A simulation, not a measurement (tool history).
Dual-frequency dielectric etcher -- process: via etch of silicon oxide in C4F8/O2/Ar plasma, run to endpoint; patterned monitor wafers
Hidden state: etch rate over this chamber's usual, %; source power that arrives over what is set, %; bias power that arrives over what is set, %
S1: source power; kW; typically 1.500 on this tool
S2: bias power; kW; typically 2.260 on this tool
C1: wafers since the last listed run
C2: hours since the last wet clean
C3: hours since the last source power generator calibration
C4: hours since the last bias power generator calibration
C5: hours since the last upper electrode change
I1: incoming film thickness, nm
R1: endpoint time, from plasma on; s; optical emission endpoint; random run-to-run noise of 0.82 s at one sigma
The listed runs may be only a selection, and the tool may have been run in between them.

run   hour     S1     S2   C1     C2      C3      C4      C5      I1     R1
  1    0.0  1.500  2.260    0  306.3  3260.3  2264.2  3916.1  1160.0  259.3
  2    6.1  1.500  2.260   24  312.4  3266.4  2270.3  3922.2  1164.6  259.2
  3   19.4  1.500  2.260   53  325.7  3279.7  2283.6  3935.5  1148.3  255.3
  4   28.1  1.500  2.260   34  334.4  3288.4  2292.3  3944.2  1170.8  261.5
  5   39.0  1.420  1.896   43  345.3  3299.3  2303.2  3955.1  1145.0  273.6
  6   73.6  1.420  1.896  138  379.9  3333.9  2337.8  3989.7  1162.7  279.5
  7   86.7  1.420  1.896   52  393.0  3347.0  2350.9  4002.8  1158.4  276.0
  8  102.4  1.500  2.260   62  408.7  3362.7  2366.6  4018.5  1148.1  255.5
     130.7  -- source power generator calibrated
     131.2  -- upper electrode replaced
  9  131.7  1.500  2.260   99  438.0     1.0  2395.9     0.5  1148.3  255.8
 10  132.1  1.650  2.260    1  438.4     1.4  2396.3     0.9  1155.5  246.9
 11  144.9  1.650  2.260   51  451.2    14.2  2409.1    13.7  1160.8  249.1
 12  155.2  1.650  2.260   41  461.5    24.5  2419.4    24.0  1161.9  247.4
 13  169.7  1.620  2.260   58  476.0    39.0  2433.9    38.5  1154.6  249.6
 14  180.0  1.620  2.260   41  486.3    49.3  2444.2    48.8  1164.7  250.2
     207.4  -- wet clean of the chamber
 15  207.9  1.500  2.260   15    0.5    77.2  2472.1    76.7  1152.1  256.6
 16  208.3  1.500  2.260    1    0.9    77.6  2472.5    77.1  1155.6  257.4
 17  210.0  1.860  1.977    6    2.6    79.3  2474.2    78.8  1162.4  244.3
 18  216.6  1.360  2.633   26    9.2    85.9  2480.8    85.4  1169.6  262.0
 19  227.6  1.220  2.260   44   20.2    96.9  2491.8    96.4  1161.4  282.6
 20  241.2  1.880  2.735   54   33.8   110.5  2505.4   110.0  1139.2  219.3
 21  253.5  1.620  1.782   49   46.1   122.8  2517.7   122.3  1165.3  265.4
 22  259.5  1.400  2.090   24   52.1   128.8  2523.7   128.3  1171.0  275.4
 23  269.4  1.650  2.260   39   62.0   138.7  2533.6   138.2  1154.1  246.9
     282.4  -- bias power generator calibrated
 24  286.5  1.340  2.260   52   79.1   155.8     4.1   155.3  1171.5  273.9
 25  299.7  1.500  2.260   52   92.3   169.0    17.3   168.5  1164.2  260.3
 26  308.2  1.140  2.819   34  100.8   177.5    25.8   177.0  1153.9  274.8
 27  319.1  1.650  1.745   43  111.7   188.4    36.7   187.9  1156.9  262.8
 28  328.1  1.500  2.260   36  120.7   197.4    45.7   196.9  1154.8  257.7
 29  339.7  1.280  1.896   46  132.3   209.0    57.3   208.5  1156.9  288.1
 30  351.0  1.680  2.450   45  143.6   220.3    68.6   219.8  1164.5  242.7
 31  367.4  1.500  2.779   65  160.0   236.7    85.0   236.2  1161.1  245.2

What differs in the tool's unlogged condition from the final listed run ahead of each entry between runs to the first listed run following it?
Logged between run 8 and run 9: source power generator calibrated (hour 130.7); upper electrode replaced (hour 131.2)
  nothing in the hidden state changes from one run to the other
Logged between run 14 and run 15: wet clean of the chamber (hour 207.4)
  nothing in the hidden state changes from one run to the other
Logged between run 23 and run 24: bias power generator calibrated (hour 282.4)
  nothing in the hidden state changes from one run to the other
